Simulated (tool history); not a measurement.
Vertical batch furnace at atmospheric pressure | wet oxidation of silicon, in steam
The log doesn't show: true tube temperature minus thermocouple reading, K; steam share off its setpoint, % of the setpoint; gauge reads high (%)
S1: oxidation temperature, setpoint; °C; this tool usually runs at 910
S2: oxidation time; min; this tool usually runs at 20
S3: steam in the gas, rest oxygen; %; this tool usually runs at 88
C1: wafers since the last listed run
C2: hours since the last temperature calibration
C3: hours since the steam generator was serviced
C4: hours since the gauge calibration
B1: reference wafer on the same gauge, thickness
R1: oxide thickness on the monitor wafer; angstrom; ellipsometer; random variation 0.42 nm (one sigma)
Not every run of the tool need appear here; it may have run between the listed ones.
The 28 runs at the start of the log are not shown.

| run | hour | S1 | S2 | S3 | C1 | C2 | C3 | C4 | B1 | R1 |
|---|---|---|---|---|---|---|---|---|---|---|
| 29 | 2223.3 | 910 | 22.5 | 95 | 747 | 1252.2 | 486.7 | 907.2 | 58.4 | 838.2 |
| 30 | 2268.4 | 893 | 28 | 88 | 744 | 1297.3 | 531.8 | 952.3 | 58.39 | 742.7 |
| 31 | 2332.8 | 910 | 20 | 88 | 1062 | 1361.7 | 596.2 | 1016.7 | 58.32 | 699.7 |
| 32 | 2377.9 | 901 | 14.5 | 97 | 744 | 1406.8 | 641.3 | 1061.8 | 58.47 | 531.1 |
| 33 | 2426.7 | 910 | 20 | 88 | 805 | 1455.6 | 690.1 | 1110.6 | 58.43 | 704 |
| 34 | 2523.7 | 910 | 20 | 97 | 1601 | 1552.6 | 787.1 | 1207.6 | 58.43 | 765.4 |
| 35 | 2627.8 | 892 | 28 | 88 | 1718 | 1656.7 | 891.2 | 1311.7 | 58.4 | 724.2 |
| 36 | 2683.8 | 920 | 28.5 | 80 | 924 | 1712.7 | 947.2 | 1367.7 | 58.44 | 977.1 |
| 37 | 2722.2 | 890 | 14.5 | 88 | 633 | 1751.1 | 985.6 | 1406.1 | 58.42 | 423.4 |

Branching from run 37: 5 alternative next runs. What would each branch give?
| A | 2726.6 | 910 | 20 | 88 | 72 | 1755.5 | 990 | 1410.5 | ? | ? |
| B | 2726.6 | 931 | 26.5 | 96 | 72 | 1755.5 | 990 | 1410.5 | ? | ? |
| C | 2726.6 | 910 | 26 | 88 | 72 | 1755.5 | 990 | 1410.5 | ? | ? |
| D | 2726.6 | 920 | 26 | 76 | 72 | 1755.5 | 990 | 1410.5 | ? | ? |
| E | 2726.6 | 887 | 17 | 95 | 72 | 1755.5 | 990 | 1410.5 | ? | ? |

| run | B1 | R1 |
|---|---|---|
| A | 58.33 | 698.5 |
| B | 58.33 | 1198.2 |
| C | 58.33 | 865.7 |
| D | 58.33 | 862.1 |
| E | 58.33 | 484.6 |
Without the tool's hidden state the same runs would have given:
| run | R1 |
|---|---|
| A | 710.6 |
| B | 1219.3 |
| C | 880.9 |
| D | 877.3 |
| E | 492.5 |

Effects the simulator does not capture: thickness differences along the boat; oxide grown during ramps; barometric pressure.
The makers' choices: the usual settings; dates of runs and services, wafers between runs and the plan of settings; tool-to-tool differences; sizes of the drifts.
